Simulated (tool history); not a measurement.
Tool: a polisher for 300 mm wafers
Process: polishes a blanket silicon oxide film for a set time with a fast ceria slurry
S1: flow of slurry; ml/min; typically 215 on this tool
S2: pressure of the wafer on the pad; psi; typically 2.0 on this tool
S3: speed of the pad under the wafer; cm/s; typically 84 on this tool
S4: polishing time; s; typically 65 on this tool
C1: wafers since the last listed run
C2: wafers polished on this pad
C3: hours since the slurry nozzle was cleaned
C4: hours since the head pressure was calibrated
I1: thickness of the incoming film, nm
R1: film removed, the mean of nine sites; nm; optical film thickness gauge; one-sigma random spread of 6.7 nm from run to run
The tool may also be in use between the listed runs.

run 1 hour=0.0 | S1=215 S2=1.6 S3=84 S4=65 | C1=0 C2=672 C3=222.5 C4=228.7 | I1=3006.4 | R1=399.6
run 2 hour=13.0 | S1=215 S2=2.2 S3=84 S4=65 | C1=98 C2=770 C3=235.5 C4=241.7 | I1=2927.9 | R1=536.5
run 3 hour=45.0 | S1=215 S2=2.2 S3=84 S4=65 | C1=243 C2=1014 C3=267.5 C4=273.7 | I1=2915.4 | R1=539.1
run 4 hour=79.7 | S1=215 S2=2.2 S3=84 S4=65 | C1=264 C2=1278 C3=302.2 C4=308.4 | I1=2962.8 | R1=531.9
run 5 hour=104.6 | S1=215 S2=2.0 S3=84 S4=65 | C1=189 C2=1468 C3=327.1 C4=333.3 | I1=2985.7 | R1=493.8
-- hour=113.2 worn pad replaced by a new one
run 6 hour=125.9 | S1=215 S2=2.0 S3=84 S4=65 | C1=131 C2=96 C3=348.4 C4=354.6 | I1=2999.9 | R1=487.3
run 7 hour=161.0 | S1=215 S2=2.0 S3=84 S4=65 | C1=267 C2=363 C3=383.5 C4=389.7 | I1=2978.8 | R1=482.4
run 8 hour=186.9 | S1=215 S2=2.0 S3=84 S4=65 | C1=197 C2=560 C3=409.4 C4=415.6 | I1=2932.4 | R1=480.4
run 9 hour=221.5 | S1=215 S2=1.6 S3=64 S4=65 | C1=263 C2=824 C3=444.0 C4=450.2 | I1=3014.5 | R1=306.1
run 10 hour=245.9 | S1=215 S2=2.0 S3=84 S4=65 | C1=185 C2=1009 C3=468.4 C4=474.6 | I1=2956.3 | R1=474.8
run 11 hour=261.6 | S1=215 S2=2.0 S3=84 S4=65 | C1=119 C2=1129 C3=484.1 C4=490.3 | I1=2996.6 | R1=460.6
run 12 hour=286.7 | S1=215 S2=2.0 S3=84 S4=65 | C1=191 C2=1320 C3=509.2 C4=515.4 | I1=3013.6 | R1=463.6
run 13 hour=313.1 | S1=250 S2=2.5 S3=84 S4=65 | C1=200 C2=1521 C3=535.6 C4=541.8 | I1=2965.9 | R1=608.7
-- hour=318.0 worn pad replaced by a new one, of another model than before
run 14 hour=330.1 | S1=250 S2=2.5 S3=84 S4=65 | C1=98 C2=92 C3=552.6 C4=558.8 | I1=2996.1 | R1=588.2
run 15 hour=356.0 | S1=215 S2=1.4 S3=92 S4=52 | C1=197 C2=289 C3=578.5 C4=584.7 | I1=2939.1 | R1=335.0
-- hour=369.0 slurry nozzle cleaned
run 16 hour=388.8 | S1=265 S2=1.5 S3=74 S4=45 | C1=242 C2=531 C3=19.8 C4=617.5 | I1=2931.7 | R1=281.5
run 17 hour=407.3 | S1=215 S2=2.0 S3=84 S4=65 | C1=140 C2=672 C3=38.3 C4=636.0 | I1=2983.8 | R1=523.9
run 18 hour=434.1 | S1=250 S2=2.0 S3=64 S4=65 | C1=203 C2=876 C3=65.1 C4=662.8 | I1=2967.7 | R1=453.2
run 19 hour=460.7 | S1=215 S2=2.0 S3=84 S4=65 | C1=202 C2=1078 C3=91.7 C4=689.4 | I1=3008.9 | R1=521.4
run 20 hour=484.1 | S1=215 S2=2.0 S3=84 S4=65 | C1=178 C2=1256 C3=115.1 C4=712.8 | I1=2960.2 | R1=509.3
run 21 hour=501.9 | S1=215 S2=2.0 S3=84 S4=65 | C1=135 C2=1392 C3=132.9 C4=730.6 | I1=2998.0 | R1=511.3
-- hour=529.3 worn pad replaced by a new one
run 22 hour=529.8 | S1=250 S2=2.5 S3=84 S4=65 | C1=181 C2=3 C3=160.8 C4=758.5 | I1=2961.4 | R1=599.2
run 23 hour=550.8 | S1=245 S2=2.0 S3=76 S4=73 | C1=159 C2=163 C3=181.8 C4=779.5 | I1=2973.1 | R1=547.5
run 24 hour=579.0 | S1=240 S2=2.0 S3=72 S4=82 | C1=214 C2=378 C3=210.0 C4=807.7 | I1=3023.3 | R1=607.8
run 25 hour=604.9 | S1=215 S2=2.0 S3=84 S4=65 | C1=197 C2=575 C3=235.9 C4=833.6 | I1=2954.8 | R1=504.8
-- hour=607.9 head pressure recalibrated
run 26 hour=640.7 | S1=215 S2=2.0 S3=100 S4=65 | C1=257 C2=832 C3=271.7 C4=32.8 | I1=2971.5 | R1=572.8
run 27 hour=668.6 | S1=215 S2=2.0 S3=84 S4=48 | C1=212 C2=1045 C3=299.6 C4=60.7 | I1=2974.3 | R1=372.5
run 28 hour=693.0 | S1=195 S2=1.5 S3=84 S4=65 | C1=185 C2=1230 C3=324.0 C4=85.1 | I1=3008.6 | R1=419.6
run 29 hour=724.2 | S1=215 S2=2.0 S3=74 S4=73 | C1=237 C2=1468 C3=355.2 C4=116.3 | I1=2973.0 | R1=530.6
run 30 hour=758.8 | S1=215 S2=2.0 S3=84 S4=65 | C1=263 C2=1731 C3=389.8 C4=150.9 | I1=3008.4 | R1=500.0
-- hour=780.6 worn pad replaced by a new one
run 31 hour=791.5 | S1=215 S2=2.0 S3=84 S4=65 | C1=218 C2=82 C3=422.5 C4=183.6 | I1=2943.1 | R1=490.7
run 32 hour=818.6 | S1=215 S2=2.0 S3=84 S4=65 | C1=206 C2=289 C3=449.6 C4=210.7 | I1=2975.3 | R1=494.2
run 33 hour=844.8 | S1=235 S2=2.2 S3=84 S4=75 | C1=199 C2=488 C3=475.8 C4=236.9 | I1=2915.4 | R1=615.1
run 34 hour=871.4 | S1=215 S2=2.0 S3=84 S4=45 | C1=202 C2=690 C3=502.4 C4=263.5 | I1=2930.8 | R1=347.6
run 35 hour=900.8 | S1=215 S2=1.5 S3=84 S4=65 | C1=223 C2=914 C3=531.8 C4=292.9 | I1=2992.1 | R1=409.9
run 36 hour=930.5 | S1=170 S2=2.5 S3=58 S4=45 | C1=226 C2=1140 C3=561.5 C4=322.6 | I1=3011.3 | R1=321.2

Forecast each of these 5 alternatives for the next run:
run A hour=930.9 | S1=215 S2=2.0 S3=84 S4=65 | C1=3 C2=1143 C3=561.9 C4=323.0 | I1=2922.4 | R1=?
run B hour=930.9 | S1=215 S2=1.7 S3=74 S4=45 | C1=3 C2=1143 C3=561.9 C4=323.0 | I1=2922.4 | R1=?
run C hour=930.9 | S1=160 S2=2.0 S3=84 S4=65 | C1=3 C2=1143 C3=561.9 C4=323.0 | I1=2922.4 | R1=?
run D hour=930.9 | S1=185 S2=2.4 S3=74 S4=84 | C1=3 C2=1143 C3=561.9 C4=323.0 | I1=2922.4 | R1=?
run E hour=930.9 | S1=215 S2=2.0 S3=84 S4=84 | C1=3 C2=1143 C3=561.9 C4=323.0 | I1=2922.4 | R1=?

run=A R1=493.2
run=B R1=289.4
run=C R1=478.9
run=D R1=661.7
run=E R1=637.4
Without the tool's unlogged condition, the same runs would have read:
run=A R1=511.4
run=B R1=300.1
run=C R1=499.7
run=D R1=688.3
run=E R1=660.9
